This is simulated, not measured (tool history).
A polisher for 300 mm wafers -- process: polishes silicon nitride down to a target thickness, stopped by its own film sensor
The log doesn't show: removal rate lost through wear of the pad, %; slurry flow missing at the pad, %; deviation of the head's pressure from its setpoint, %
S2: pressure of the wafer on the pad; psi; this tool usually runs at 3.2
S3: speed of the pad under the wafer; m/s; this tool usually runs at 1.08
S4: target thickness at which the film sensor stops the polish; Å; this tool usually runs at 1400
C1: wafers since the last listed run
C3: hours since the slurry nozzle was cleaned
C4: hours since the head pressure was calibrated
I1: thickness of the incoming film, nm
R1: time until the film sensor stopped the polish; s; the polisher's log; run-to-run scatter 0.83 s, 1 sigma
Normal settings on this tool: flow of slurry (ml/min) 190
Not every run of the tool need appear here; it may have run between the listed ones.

{"run": 1, "day": 0.0, "flow of slurry (ml/min)": 190, "S2": 3.2, "S3": 1.24, "S4": 1570, "C1": 0, "wafers polished on this pad": 1965, "C3": 498.8, "C4": 504.3, "I1": 240.9, "R1": 52.8}
{"run": 2, "day": 0.617, "flow of slurry (ml/min)": 190, "S2": 3.2, "S3": 1.08, "S4": 1400, "C1": 137, "wafers polished on this pad": 2102, "C3": 513.6, "C4": 519.1, "I1": 240.4, "R1": 67.3}
{"day": 0.983, "done": "worn pad replaced by a new one"}
{"run": 3, "day": 1.3, "flow of slurry (ml/min)": 190, "S2": 3.2, "S3": 1.08, "S4": 1400, "C1": 114, "wafers polished on this pad": 70, "C3": 530.0, "C4": 535.5, "I1": 237.0, "R1": 61.0}
{"run": 4, "day": 2.429, "flow of slurry (ml/min)": 190, "S2": 3.2, "S3": 1.08, "S4": 1400, "C1": 251, "wafers polished on this pad": 321, "C3": 557.1, "C4": 562.6, "I1": 237.2, "R1": 63.0}
{"run": 5, "day": 3.712, "flow of slurry (ml/min)": 190, "S2": 3.2, "S3": 1.08, "S4": 1400, "C1": 285, "wafers polished on this pad": 607, "C3": 587.9, "C4": 593.4, "I1": 238.8, "R1": 65.4}
{"run": 6, "day": 4.383, "flow of slurry (ml/min)": 190, "S2": 3.2, "S3": 1.08, "S4": 1400, "C1": 149, "wafers polished on this pad": 756, "C3": 604.0, "C4": 609.5, "I1": 243.5, "R1": 69.6}
{"day": 5.696, "done": "head pressure recalibrated"}
{"run": 7, "day": 5.792, "flow of slurry (ml/min)": 190, "S2": 3.7, "S3": 1.08, "S4": 1400, "C1": 294, "wafers polished on this pad": 1050, "C3": 637.8, "C4": 2.3, "I1": 242.7, "R1": 62.5}
{"run": 8, "day": 7.017, "flow of slurry (ml/min)": 190, "S2": 3.2, "S3": 1.08, "S4": 1400, "C1": 272, "wafers polished on this pad": 1323, "C3": 667.2, "C4": 31.7, "I1": 243.7, "R1": 72.3}
{"run": 9, "day": 8.1, "flow of slurry (ml/min)": 190, "S2": 3.2, "S3": 1.08, "S4": 1400, "C1": 240, "wafers polished on this pad": 1564, "C3": 693.2, "C4": 57.7, "I1": 243.8, "R1": 73.9}
{"run": 10, "day": 8.688, "flow of slurry (ml/min)": 190, "S2": 3.2, "S3": 1.08, "S4": 1400, "C1": 130, "wafers polished on this pad": 1695, "C3": 707.3, "C4": 71.8, "I1": 236.2, "R1": 66.2}
{"run": 11, "day": 9.946, "flow of slurry (ml/min)": 190, "S2": 3.2, "S3": 1.08, "S4": 1130, "C1": 279, "wafers polished on this pad": 1975, "C3": 737.5, "C4": 102.0, "I1": 241.8, "R1": 92.3}
{"run": 12, "day": 10.933, "flow of slurry (ml/min)": 190, "S2": 3.2, "S3": 1.08, "S4": 1250, "C1": 219, "wafers polished on this pad": 2194, "C3": 761.2, "C4": 125.7, "I1": 241.8, "R1": 83.3}
{"day": 11.108, "done": "worn pad replaced by a new one"}
{"run": 13, "day": 11.908, "flow of slurry (ml/min)": 190, "S2": 3.2, "S3": 1.08, "S4": 1660, "C1": 179, "wafers polished on this pad": 178, "C3": 784.6, "C4": 149.1, "I1": 237.5, "R1": 45.0}
{"run": 14, "day": 13.333, "flow of slurry (ml/min)": 190, "S2": 3.2, "S3": 1.08, "S4": 1660, "C1": 316, "wafers polished on this pad": 495, "C3": 818.8, "C4": 183.3, "I1": 238.0, "R1": 46.9}
{"run": 15, "day": 14.146, "flow of slurry (ml/min)": 190, "S2": 3.2, "S3": 1.08, "S4": 1400, "C1": 180, "wafers polished on this pad": 676, "C3": 838.3, "C4": 202.8, "I1": 238.0, "R1": 65.7}
{"run": 16, "day": 15.175, "flow of slurry (ml/min)": 190, "S2": 3.2, "S3": 1.08, "S4": 1400, "C1": 228, "wafers polished on this pad": 904, "C3": 863.0, "C4": 227.5, "I1": 240.9, "R1": 66.7}
{"day": 15.292, "done": "slurry nozzle cleaned"}
{"run": 17, "day": 16.658, "flow of slurry (ml/min)": 190, "S2": 3.2, "S3": 1.08, "S4": 1400, "C1": 320, "wafers polished on this pad": 1225, "C3": 32.8, "C4": 263.1, "I1": 238.2, "R1": 67.2}
{"run": 18, "day": 17.275, "flow of slurry (ml/min)": 190, "S2": 3.2, "S3": 1.08, "S4": 1400, "C1": 137, "wafers polished on this pad": 1362, "C3": 47.6, "C4": 277.9, "I1": 238.4, "R1": 68.8}
{"day": 20.042, "done": "worn pad replaced by a new one"}
{"run": 19, "day": 21.288, "flow of slurry (ml/min)": 190, "S2": 3.2, "S3": 1.08, "S4": 1400, "C1": 855, "wafers polished on this pad": 277, "C3": 143.9, "C4": 374.2, "I1": 238.5, "R1": 62.1}
{"run": 20, "day": 22.775, "flow of slurry (ml/min)": 215, "S2": 3.2, "S3": 1.08, "S4": 1750, "C1": 330, "wafers polished on this pad": 607, "C3": 179.6, "C4": 409.9, "I1": 237.7, "R1": 39.8}
{"run": 21, "day": 23.467, "flow of slurry (ml/min)": 190, "S2": 3.2, "S3": 1.08, "S4": 1400, "C1": 153, "wafers polished on this pad": 761, "C3": 196.2, "C4": 426.5, "I1": 243.6, "R1": 68.7}
{"run": 22, "day": 24.679, "flow of slurry (ml/min)": 190, "S2": 3.8, "S3": 1.22, "S4": 1400, "C1": 269, "wafers polished on this pad": 1031, "C3": 225.3, "C4": 455.6, "I1": 239.2, "R1": 50.9}
{"run": 23, "day": 26.117, "flow of slurry (ml/min)": 170, "S2": 4.3, "S3": 0.84, "S4": 1690, "C1": 319, "wafers polished on this pad": 1351, "C3": 259.8, "C4": 490.1, "I1": 241.3, "R1": 44.7}
{"run": 24, "day": 26.742, "flow of slurry (ml/min)": 190, "S2": 3.6, "S3": 0.72, "S4": 1400, "C1": 139, "wafers polished on this pad": 1490, "C3": 274.8, "C4": 505.1, "I1": 239.2, "R1": 80.7}
{"run": 25, "day": 27.462, "flow of slurry (ml/min)": 150, "S2": 2.7, "S3": 1.08, "S4": 1400, "C1": 160, "wafers polished on this pad": 1650, "C3": 292.1, "C4": 522.4, "I1": 244.6, "R1": 88.8}
{"run": 26, "day": 27.992, "flow of slurry (ml/min)": 230, "S2": 3.2, "S3": 1.08, "S4": 1400, "C1": 117, "wafers polished on this pad": 1768, "C3": 304.8, "C4": 535.1, "I1": 240.6, "R1": 68.0}
{"run": 27, "day": 28.7, "flow of slurry (ml/min)": 190, "S2": 3.6, "S3": 1.4, "S4": 1530, "C1": 157, "wafers polished on this pad": 1925, "C3": 321.8, "C4": 552.1, "I1": 243.9, "R1": 46.1}
{"day": 29.896, "done": "worn pad replaced by a new one"}
{"day": 30.125, "done": "head pressure recalibrated"}
{"run": 28, "day": 32.408, "flow of slurry (ml/min)": 250, "S2": 2.2, "S3": 0.92, "S4": 1550, "C1": 769, "wafers polished on this pad": 540, "C3": 410.8, "C4": 54.8, "I1": 241.5, "R1": 89.9}
{"run": 29, "day": 32.958, "flow of slurry (ml/min)": 190, "S2": 3.2, "S3": 1.08, "S4": 1400, "C1": 122, "wafers polished on this pad": 662, "C3": 424.0, "C4": 68.0, "I1": 244.0, "R1": 69.6}
{"run": 30, "day": 36.504, "flow of slurry (ml/min)": 235, "S2": 3.7, "S3": 1.08, "S4": 1180, "C1": 788, "wafers polished on this pad": 1451, "C3": 509.1, "C4": 153.1, "I1": 236.4, "R1": 67.4}
{"run": 31, "day": 37.917, "flow of slurry (ml/min)": 190, "S2": 3.2, "S3": 1.08, "S4": 1400, "C1": 314, "wafers polished on this pad": 1765, "C3": 543.0, "C4": 187.0, "I1": 239.6, "R1": 69.8}
{"run": 32, "day": 38.438, "flow of slurry (ml/min)": 190, "S2": 3.7, "S3": 0.74, "S4": 1670, "C1": 115, "wafers polished on this pad": 1881, "C3": 555.5, "C4": 199.5, "I1": 241.3, "R1": 58.9}
{"day": 39.417, "done": "worn pad replaced by a new one"}
{"run": 33, "day": 39.438, "flow of slurry (ml/min)": 190, "S2": 3.2, "S3": 1.08, "S4": 1530, "C1": 185, "wafers polished on this pad": 4, "C3": 579.5, "C4": 223.5, "I1": 235.6, "R1": 50.9}
{"run": 34, "day": 42.792, "flow of slurry (ml/min)": 225, "S2": 3.8, "S3": 0.94, "S4": 1490, "C1": 746, "wafers polished on this pad": 750, "C3": 660.0, "C4": 304.0, "I1": 238.9, "R1": 54.6}
{"run": 35, "day": 44.25, "flow of slurry (ml/min)": 190, "S2": 3.2, "S3": 1.08, "S4": 1400, "C1": 324, "wafers polished on this pad": 1074, "C3": 695.0, "C4": 339.0, "I1": 242.1, "R1": 69.4}
{"run": 36, "day": 45.346, "flow of slurry (ml/min)": 225, "S2": 3.8, "S3": 0.94, "S4": 1490, "C1": 243, "wafers polished on this pad": 1318, "C3": 721.3, "C4": 365.3, "I1": 244.4, "R1": 59.3}

What will run 37 give?
{"run": 37, "day": 46.625, "flow of slurry (ml/min)": 155, "S2": 3.2, "S3": 1.08, "S4": 1680, "C1": 284, "wafers polished on this pad": 1603, "C3": 752.0, "C4": 396.0, "I1": 240.1, "R1": "?"}

Logged for run 37: R1 51.5 s.
Were there no unlogged condition in the tool, this run, its random variation unchanged, would have produced R1 45.6 s.

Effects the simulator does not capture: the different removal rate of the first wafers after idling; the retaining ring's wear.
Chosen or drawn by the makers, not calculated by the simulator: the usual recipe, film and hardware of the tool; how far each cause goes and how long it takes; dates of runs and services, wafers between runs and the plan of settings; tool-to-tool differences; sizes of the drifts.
